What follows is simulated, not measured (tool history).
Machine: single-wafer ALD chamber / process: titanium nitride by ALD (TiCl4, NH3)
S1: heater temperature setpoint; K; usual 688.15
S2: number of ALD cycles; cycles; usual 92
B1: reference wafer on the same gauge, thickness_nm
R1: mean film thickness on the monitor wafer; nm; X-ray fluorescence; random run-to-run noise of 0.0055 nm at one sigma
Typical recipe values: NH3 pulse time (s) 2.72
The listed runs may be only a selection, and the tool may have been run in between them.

Run 1, hour 0.0: usual settings; B1 2.316. Result: R1 2.197 nm.
Run 2, hour 8.7: usual settings; B1 2.319. Result: R1 2.196 nm.
Run 3, hour 21.7: usual settings; B1 2.319. Result: R1 2.190 nm.
Run 4, hour 34.5: usual settings; B1 2.321. Result: R1 2.198 nm.
Run 5, hour 48.5: usual settings; B1 2.322. Result: R1 2.188 nm.
Run 6, hour 60.3: usual settings; B1 2.320. Result: R1 2.191 nm.
Run 7, hour 71.7: usual settings; B1 2.323. Result: R1 2.195 nm.
Run 8, hour 82.8: usual settings; B1 2.323. Result: R1 2.198 nm.
Run 9, hour 93.2: usual settings; B1 2.324. Result: R1 2.199 nm.
Run 10, hour 108.1: usual settings; B1 2.328. Result: R1 2.194 nm.
Run 11, hour 114.3: usual settings; B1 2.327. Result: R1 2.197 nm.
At hour 125.7: thermocouple changed; heater temperature recalibrated.
Run 12, hour 126.2: usual settings but S2 86 cycles; B1 2.329. Result: R1 2.063 nm.
Run 13, hour 137.7: usual settings but S2 86 cycles; B1 2.328. Result: R1 2.049 nm.
At hour 159.5: showerhead replaced.
Run 14, hour 160.0: usual settings but S2 86 cycles; B1 2.333. Result: R1 2.059 nm.
Run 15, hour 166.5: usual settings; B1 2.333. Result: R1 2.215 nm.
Run 16, hour 173.7: usual settings but S1 691.15 K; B1 2.333. Result: R1 2.222 nm.
Run 17, hour 180.6: usual settings but S1 691.15 K; B1 2.333. Result: R1 2.216 nm.
Run 18, hour 188.4: usual settings but S1 691.15 K; B1 2.335. Result: R1 2.209 nm.
Run 19, hour 195.2: usual settings; B1 2.337. Result: R1 2.212 nm.
Run 20, hour 205.6: usual settings but S1 676.15 K, S2 76 cycles, NH3 pulse time (s) 3.46; B1 2.336. Result: R1 1.835 nm.
Run 21, hour 221.5: usual settings but S1 700.15 K; B1 2.335. Result: R1 2.213 nm.
Run 22, hour 228.7: usual settings but S1 695.15 K, S2 110 cycles, NH3 pulse time (s) 1.66; B1 2.339. Result: R1 2.572 nm.
Run 23, hour 235.8: usual settings but S2 82 cycles; B1 2.341. Result: R1 1.974 nm.
Run 24, hour 250.6: usual settings but S1 700.15 K, S2 83 cycles, NH3 pulse time (s) 1.76; B1 2.339. Result: R1 1.945 nm.
At hour 258.0: gauge calibrated.
Run 25, hour 259.7: usual settings but S1 683.15 K, NH3 pulse time (s) 1.93; B1 2.311. Result: R1 2.126 nm.
Run 26, hour 275.6: usual settings but S2 102 cycles; B1 2.315. Result: R1 2.427 nm.
Run 27, hour 289.4: usual settings but S1 679.15 K, S2 79 cycles, NH3 pulse time (s) 2.09; B1 2.313. Result: R1 1.842 nm.
Run 28, hour 300.5: usual settings; B1 2.316. Result: R1 2.189 nm.
Run 29, hour 306.7: usual settings but S1 675.15 K, S2 86 cycles, NH3 pulse time (s) 2.33; B1 2.317. Result: R1 2.019 nm.
Run 30, hour 320.1: usual settings but S1 701.15 K, S2 100 cycles, NH3 pulse time (s) 3.46; B1 2.317. Result: R1 2.408 nm.
Run 31, hour 332.7: usual settings but S1 702.15 K, NH3 pulse time (s) 2.12; B1 2.317. Result: R1 2.172 nm.
Run 32, hour 350.0: usual settings; B1 2.320. Result: R1 2.190 nm.
Run 33, hour 365.0: usual settings; B1 2.322. Result: R1 2.193 nm.
Run 34, hour 379.8: usual settings but NH3 pulse time (s) 3.52; B1 2.323. Result: R1 2.216 nm.
Run 35, hour 386.0: usual settings but S1 678.15 K; B1 2.324. Result: R1 2.200 nm.
Run 36, hour 395.7: usual settings; B1 2.326. Result: R1 2.205 nm.
Run 37, hour 405.1: usual settings; B1 2.323. Result: R1 2.197 nm.
Run 38, hour 411.4: usual settings; B1 2.327. Result: R1 2.203 nm.
Run 39, hour 420.5: usual settings; B1 2.329. Result: R1 2.197 nm.
Run 40, hour 429.5: usual settings; B1 2.330. Result: R1 2.206 nm.

Each row is a separate what-if for the run after 40, all from the same tool condition, not one after another. Results?
Run A, hour 430.1: usual settings but NH3 pulse time (s) 1.70; B1 ?. Result: R1 ?.
Run B, hour 430.1: usual settings but S2 76 cycles, NH3 pulse time (s) 2.25; B1 ?. Result: R1 ?.
Run C, hour 430.1: usual settings but S1 702.15 K, S2 87 cycles, NH3 pulse time (s) 3.17; B1 ?. Result: R1 ?.
Run D, hour 430.1: usual settings but S1 676.15 K, S2 79 cycles; B1 ?. Result: R1 ?.

run     B1     R1
  A  2.327  2.126
  B  2.327  1.799
  C  2.327  2.094
  D  2.327  1.884
Without the tool's hidden state the same runs would have given:
run     R1
  A  2.110
  B  1.786
  C  2.078
  D  1.870

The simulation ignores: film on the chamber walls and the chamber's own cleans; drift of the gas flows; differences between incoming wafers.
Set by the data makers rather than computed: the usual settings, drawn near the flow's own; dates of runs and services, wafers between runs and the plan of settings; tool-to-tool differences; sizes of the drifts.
